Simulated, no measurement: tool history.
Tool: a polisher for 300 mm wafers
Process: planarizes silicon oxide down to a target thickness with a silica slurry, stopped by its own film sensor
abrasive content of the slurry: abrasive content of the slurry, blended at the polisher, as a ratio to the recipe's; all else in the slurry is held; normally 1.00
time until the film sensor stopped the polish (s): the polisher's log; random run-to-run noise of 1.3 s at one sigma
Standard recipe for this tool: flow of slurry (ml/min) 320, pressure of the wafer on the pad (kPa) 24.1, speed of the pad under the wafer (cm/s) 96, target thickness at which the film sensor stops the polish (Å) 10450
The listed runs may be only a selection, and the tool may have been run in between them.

run    hour  flow of slurry (ml/min)  pressure of the wafer on the pad (kPa)  speed of the pad under the wafer (cm/s)  abrasive content of the slurry  target thickness at which the film sensor stops the polish (Å)  incoming thickness of the incoming film, nm  time until the film sensor stopped the polish (s)
  1     0.0                      320                                    24.1                                       96                            1.00                                                           10450                                       1289.6                                              114.8
  2    39.4                      375                                    24.1                                       96                            1.00                                                           10450                                       1306.2                                              120.1
       66.0  -- slurry blender recalibrated
  3    88.0                      375                                    24.1                                       96                            1.00                                                           10450                                       1277.7                                              108.1
      132.4  -- slurry nozzle cleaned
      182.7  -- worn pad replaced by a new one
  4   236.7                      375                                    24.1                                       96                            1.00                                                           10450                                       1302.8                                              122.9
      292.9  -- conditioning disc replaced and pad reconditioned
  5   306.7                      320                                    29.6                                       96                            1.00                                                           10450                                       1306.9                                               89.7
  6   339.4                      320                                    24.1                                       96                            0.90                                                           10450                                       1312.1                                              125.2
  7   410.7                      300                                    24.1                                       96                            1.00                                                           10450                                       1307.9                                              121.9
  8   442.9                      300                                    24.1                                       96                            1.00                                                           10450                                       1307.7                                              119.8
  9   482.8                      300                                    24.1                                       96                            1.00                                                           10450                                       1309.3                                              124.1
      503.7  -- slurry blender recalibrated
      524.0  -- head pressure recalibrated
      542.4  -- worn pad replaced by a new one
 10   542.9                      320                                    24.1                                       96                            1.00                                                           10450                                       1303.6                                              122.1
 11   567.4                      320                                    24.1                                       96                            1.00                                                           10450                                       1310.2                                              123.6
      587.1  -- slurry nozzle cleaned
      597.3  -- conditioning disc replaced and pad reconditioned
 12   729.9                      320                                    24.1                                       96                            1.00                                                           10450                                       1308.5                                              123.0
      841.5  -- slurry blender recalibrated
 13   911.9                      320                                    24.1                                       96                            1.00                                                           10080                                       1325.2                                              151.2
      919.2  -- worn pad replaced by a new one
      924.7  -- conditioning disc replaced and pad reconditioned
 14   972.6                      425                                    31.7                                      122                            1.00                                                           11090                                       1295.3                                               54.2
 15  1043.9                      320                                    20.0                                       66                            1.00                                                           10450                                       1325.3                                              206.3
     1057.3  -- slurry nozzle cleaned
 16  1106.5                      375                                    24.1                                       96                            1.00                                                           10450                                       1292.9                                              117.4
 17  1157.0                      285                                    20.7                                       68                            1.00                                                           10680                                       1280.3                                              149.0
 18  1183.2                      320                                    24.1                                       96                            1.00                                                           10450                                       1299.5                                              127.0
     1223.7  -- worn pad replaced by a new one
     1235.2  -- slurry blender recalibrated
     1235.4  -- conditioning disc replaced and pad reconditioned
 19  1255.0                      320                                    24.1                                       66                            1.15                                                           10450                                       1278.8                                              124.0
 20  1296.3                      320                                    24.1                                       96                            1.00                                                           10450                                       1304.9                                              114.8
 21  1326.7                      320                                    24.1                                       96                            1.00                                                           10450                                       1277.0                                              105.0
 22  1394.6                      275                                    24.1                                      116                            1.00                                                           10450                                       1306.5                                              106.8
 23  1432.0                      365                                    22.1                                       70                            1.00                                                           10450                                       1291.0                                              152.8
     1468.6  -- slurry nozzle cleaned
 24  1487.9                      270                                    29.6                                       96                            1.00                                                            9730                                       1290.3                                              125.4
     1528.1  -- conditioning disc replaced and pad reconditioned
 25  1539.4                      320                                    24.1                                       96                            1.00                                                           10450                                       1298.8                                              108.1
 26  1564.9                      425                                    21.4                                       70                            0.80                                                           10450                                       1303.7                                              186.7

A few steps of time until the film sensor stopped the polish (s) between consecutive runs. Split each: what settings, incoming material and random variation would produce without the hidden state, and what is left over for the hidden state, along with gauge scatter present in only one of the two compared results (measured, and without hidden state):
What the log doesn't record here: removal rate lost through wear of the pad, %; slurry flow missing at the pad, %; deviation of the head's pressure from its setpoint, %; abrasive missing from the slurry, %; time polished since the conditioner stopped cutting, s.
Run 13 -> 14: flow of slurry (ml/min) 320 -> 425, pressure of the wafer on the pad (kPa) 24.1 -> 31.7, speed of the pad under the wafer (cm/s) 96 -> 122, target thickness at which the film sensor stops the polish (Å) 10080 -> 11090, worn pad replaced by a new one, conditioning disc replaced and pad reconditioned. time until the film sensor stopped the polish (s) -97.0: hidden state -14.9, all else -82.1.
Run 14 -> 15: flow of slurry (ml/min) 425 -> 320, pressure of the wafer on the pad (kPa) 31.7 -> 20.0, speed of the pad under the wafer (cm/s) 122 -> 66, target thickness at which the film sensor stops the polish (Å) 11090 -> 10450. time until the film sensor stopped the polish (s) +152.1: hidden state +9.2, all else +142.9.
Run 18 -> 19: speed of the pad under the wafer (cm/s) 96 -> 66, abrasive content of the slurry 1.00 -> 1.15, worn pad replaced by a new one, slurry blender recalibrated, conditioning disc replaced and pad reconditioned. time until the film sensor stopped the polish (s) -3.0: hidden state -15.4, all else +12.4.
